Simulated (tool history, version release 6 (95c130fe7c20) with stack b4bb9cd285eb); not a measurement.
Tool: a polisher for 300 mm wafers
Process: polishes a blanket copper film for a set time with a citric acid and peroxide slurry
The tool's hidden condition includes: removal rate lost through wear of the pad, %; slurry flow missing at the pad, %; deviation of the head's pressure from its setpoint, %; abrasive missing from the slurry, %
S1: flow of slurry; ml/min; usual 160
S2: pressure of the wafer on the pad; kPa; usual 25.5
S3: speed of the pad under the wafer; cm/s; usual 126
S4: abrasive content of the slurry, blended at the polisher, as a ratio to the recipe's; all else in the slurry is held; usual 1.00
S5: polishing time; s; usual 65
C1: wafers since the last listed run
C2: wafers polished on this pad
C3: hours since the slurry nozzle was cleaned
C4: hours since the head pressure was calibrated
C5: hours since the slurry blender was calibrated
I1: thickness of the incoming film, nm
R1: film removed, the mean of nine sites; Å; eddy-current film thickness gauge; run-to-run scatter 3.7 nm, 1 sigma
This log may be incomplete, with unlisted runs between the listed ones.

run 1 hour=0.0 | S1=160 S2=25.5 S3=126 S4=1.00 S5=65 | C1=0 C2=1057 C3=149.0 C4=244.7 C5=70.0 | I1=1042.6 | R1=2337
run 2 hour=53.8 | S1=160 S2=25.5 S3=126 S4=1.00 S5=74 | C1=605 C2=1663 C3=202.8 C4=298.5 C5=123.8 | I1=1046.8 | R1=2527
run 3 hour=133.3 | S1=160 S2=25.5 S3=126 S4=1.00 S5=74 | C1=894 C2=2557 C3=282.3 C4=378.0 C5=203.3 | I1=1038.7 | R1=2488
-- hour=165.1 worn pad replaced by a new one
-- hour=226.1 slurry blender recalibrated
run 4 hour=231.6 | S1=160 S2=25.5 S3=126 S4=0.80 S5=65 | C1=1038 C2=726 C3=380.6 C4=476.3 C5=5.5 | I1=1036.3 | R1=2194
run 5 hour=285.4 | S1=160 S2=25.5 S3=126 S4=1.00 S5=65 | C1=605 C2=1331 C3=434.4 C4=530.1 C5=59.3 | I1=1045.9 | R1=2280
run 6 hour=355.8 | S1=160 S2=25.5 S3=126 S4=1.00 S5=65 | C1=792 C2=2124 C3=504.8 C4=600.5 C5=129.7 | I1=1052.7 | R1=2194
run 7 hour=396.9 | S1=160 S2=25.5 S3=126 S4=1.00 S5=65 | C1=462 C2=2586 C3=545.9 C4=641.6 C5=170.8 | I1=1061.9 | R1=2152
run 8 hour=450.7 | S1=160 S2=25.5 S3=126 S4=1.00 S5=65 | C1=605 C2=3192 C3=599.7 C4=695.4 C5=224.6 | I1=1065.5 | R1=2102
-- hour=479.3 worn pad replaced by a new one
-- hour=541.6 slurry blender recalibrated
run 9 hour=725.1 | S1=135 S2=25.5 S3=166 S4=1.00 S5=65 | C1=3020 C2=2743 C3=874.1 C4=969.8 C5=183.5 | I1=1063.3 | R1=2691
-- hour=767.9 head pressure recalibrated
-- hour=785.6 worn pad replaced by a new one
run 10 hour=823.9 | S1=160 S2=25.5 S3=126 S4=1.00 S5=65 | C1=1044 C2=431 C3=972.9 C4=56.0 C5=282.3 | I1=1033.8 | R1=2538
-- hour=840.2 slurry nozzle cleaned
-- hour=866.9 slurry blender recalibrated
run 11 hour=924.6 | S1=160 S2=25.5 S3=126 S4=1.00 S5=65 | C1=1099 C2=1530 C3=84.4 C4=156.7 C5=57.7 | I1=1052.0 | R1=2352
run 12 hour=979.6 | S1=125 S2=17.9 S3=126 S4=0.85 S5=65 | C1=619 C2=2149 C3=139.4 C4=211.7 C5=112.7 | I1=1048.2 | R1=1671
-- hour=1032.4 worn pad replaced by a new one
run 13 hour=1087.6 | S1=195 S2=25.5 S3=92 S4=1.00 S5=59 | C1=1170 C2=621 C3=247.4 C4=319.7 C5=220.7 | I1=1030.0 | R1=1645
-- hour=1177.4 slurry blender recalibrated
run 14 hour=1181.9 | S1=160 S2=20.7 S3=138 S4=0.85 S5=78 | C1=1038 C2=1659 C3=341.7 C4=414.0 C5=4.5 | I1=1049.0 | R1=2536
run 15 hour=1260.2 | S1=135 S2=25.5 S3=126 S4=0.85 S5=65 | C1=881 C2=2541 C3=420.0 C4=492.3 C5=82.8 | I1=1043.5 | R1=2137
-- hour=1289.9 worn pad replaced by a new one
run 16 hour=1358.8 | S1=160 S2=25.5 S3=126 S4=1.00 S5=65 | C1=1064 C2=775 C3=518.6 C4=590.9 C5=181.4 | I1=1048.8 | R1=2382
run 17 hour=1417.8 | S1=160 S2=25.5 S3=126 S4=0.90 S5=52 | C1=664 C2=1439 C3=577.6 C4=649.9 C5=240.4 | I1=1042.6 | R1=1757

Some steps in R1, run to run, broken into two amounts with sign: the step expected even without the hidden condition (settings, incoming material, random variation), and the rest, left for the hidden condition together with whatever gauge scatter is not in both the measured and the hidden-condition-free result:
Run 9 -> 10: S1 135 -> 160, S3 166 -> 126, head pressure recalibrated, worn pad replaced by a new one. R1 -153 Å: hidden state +546, all else -699.
Run 13 -> 14: S1 195 -> 160, S2 25.5 -> 20.7, S3 92 -> 138, S4 1.00 -> 0.85, S5 59 -> 78, slurry blender recalibrated. R1 +891 Å: hidden state -228, all else +1119.

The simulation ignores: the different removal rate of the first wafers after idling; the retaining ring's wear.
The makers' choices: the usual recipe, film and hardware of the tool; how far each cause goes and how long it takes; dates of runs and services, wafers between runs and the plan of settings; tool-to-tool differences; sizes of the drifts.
